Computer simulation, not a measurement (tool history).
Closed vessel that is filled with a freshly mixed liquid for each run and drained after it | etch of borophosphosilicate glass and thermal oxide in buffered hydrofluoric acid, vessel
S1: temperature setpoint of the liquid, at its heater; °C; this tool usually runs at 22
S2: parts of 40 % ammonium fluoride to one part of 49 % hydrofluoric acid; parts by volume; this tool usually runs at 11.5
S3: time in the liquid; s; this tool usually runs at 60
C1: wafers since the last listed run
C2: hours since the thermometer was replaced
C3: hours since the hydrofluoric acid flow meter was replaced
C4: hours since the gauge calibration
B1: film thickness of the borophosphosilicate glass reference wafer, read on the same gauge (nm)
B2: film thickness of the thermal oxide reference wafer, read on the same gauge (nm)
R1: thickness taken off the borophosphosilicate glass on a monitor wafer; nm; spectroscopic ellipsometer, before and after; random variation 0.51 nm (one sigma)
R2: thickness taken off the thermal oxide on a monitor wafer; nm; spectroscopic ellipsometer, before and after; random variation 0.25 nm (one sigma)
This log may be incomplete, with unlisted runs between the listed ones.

run     day    S1    S2  S3     C1      C2      C3      C4     B1     B2      R1      R2
  1       0  23.5  11.5  60      0  1323.8  1609.8   466.2  49.95     80  110.43   50.43
  2   1.017  23.5  11.5  60   2510  1348.2  1634.2   490.6     50     80  111.49    49.8
  3   4.004  23.5  11.5  60   7378  1419.9  1705.9   562.3  49.97     80  110.19    50.4
  4   6.438    22  11.5  60   6009  1478.3  1764.3   620.7  49.95     80  103.15    45.8
  5   8.479    22  11.5  60   5042  1527.3  1813.3   669.7  49.99  80.01  102.97   45.68
  6   10.75    22  11.5  85   5608  1581.8  1867.8   724.2  50.03  79.99  145.28   65.49
  7  11.962    22  11.5  85   2994  1610.9  1896.9   753.3  50.05  80.01  144.94   64.96
  8  13.958    22  11.5  85   4929  1658.8  1944.8   801.2  49.98     80   143.2      65
  9  16.638    22  11.5  60   6617  1723.1  2009.1   865.5  50.03  79.99  102.09   45.47
 10  18.879    22  11.5  60   5536  1776.9  2062.9   919.3  50.01  80.01   101.7   45.84
 11  21.012    22  10.5  60   5268  1828.1  2114.1   970.5  50.02  80.02  110.75   49.71
 12  22.458  23.5  14.5  30   3570  1862.8  2148.8  1005.2  50.02  79.98   44.18   19.85
     22.925  -- hydrofluoric acid flow meter replaced
 13  24.421    22     9  60   4744  1909.9    35.9  1052.3  50.01     80  124.07   55.75
 14  32.729  25.5   8.5  85  20519  2109.3   235.3  1251.7     50     80  224.93  102.18
 15  35.188    18     8  75   6071  2168.3   294.3  1310.7  49.99  79.99  140.47   62.99
     36.454  -- thermometer replaced
 16  38.129    22  11.5  90   7162    40.2   364.9  1381.3  49.97  79.99  146.86   65.55
 17  39.817    25    13  80   4167    80.7   405.4  1421.8  50.01  80.02  135.31   60.99
 18  41.733    22  11.5  60   4733   126.7   451.4  1467.8  50.01  80.02   96.89   43.61
 19  44.542  17.5    14  75   6936   194.1   518.8  1535.2  49.99     80   77.24   34.77
     44.629  -- gauge calibrated
     46.262  -- thermometer replaced, repeated, since the last time left the tool worse
 20  51.638    22    13  60  17422     129   689.1   168.2  49.99     80   94.89   42.74
 21  53.942  25.5    16  30   5690   184.3   744.4   223.5  50.01  79.98   46.42   20.83
 22  55.071    22  12.5  50   2788   211.4   771.5   250.6  50.03  80.01   82.36   36.87
 23  57.917  20.5   7.5  60   7028   279.7   839.8   318.9  50.02  80.01  146.71   65.46
 24  59.212    22  11.5  60   3200   310.8   870.9     350  49.99  80.01  105.81   47.64
 25  60.429    22  11.5  60   3004     340   900.1   379.2  50.04  80.01  106.96   47.63

Forecast each of these 4 alternatives for the next run:
  A  60.458    22    14  60  72  340.7  900.8  379.9   ?   ?   ?   ?
  B  60.458    20  11.5  60  72  340.7  900.8  379.9   ?   ?   ?   ?
  C  60.458    22     8  95  72  340.7  900.8  379.9   ?   ?   ?   ?
  D  60.458  20.5  11.5  70  72  340.7  900.8  379.9   ?   ?   ?   ?

run     B1     B2      R1      R2
  A  50.06  79.99   87.96   39.32
  B  50.06  79.99   95.64   42.64
  C  50.06  79.99  236.02  105.02
  D  50.06  79.99  114.71   51.16
Stripped of hidden state, with their random variation kept, the same runs would have yielded:
run      R1      R2
  A   88.74   39.67
  B    96.5   43.03
  C  238.09  105.95
  D  115.73   51.62
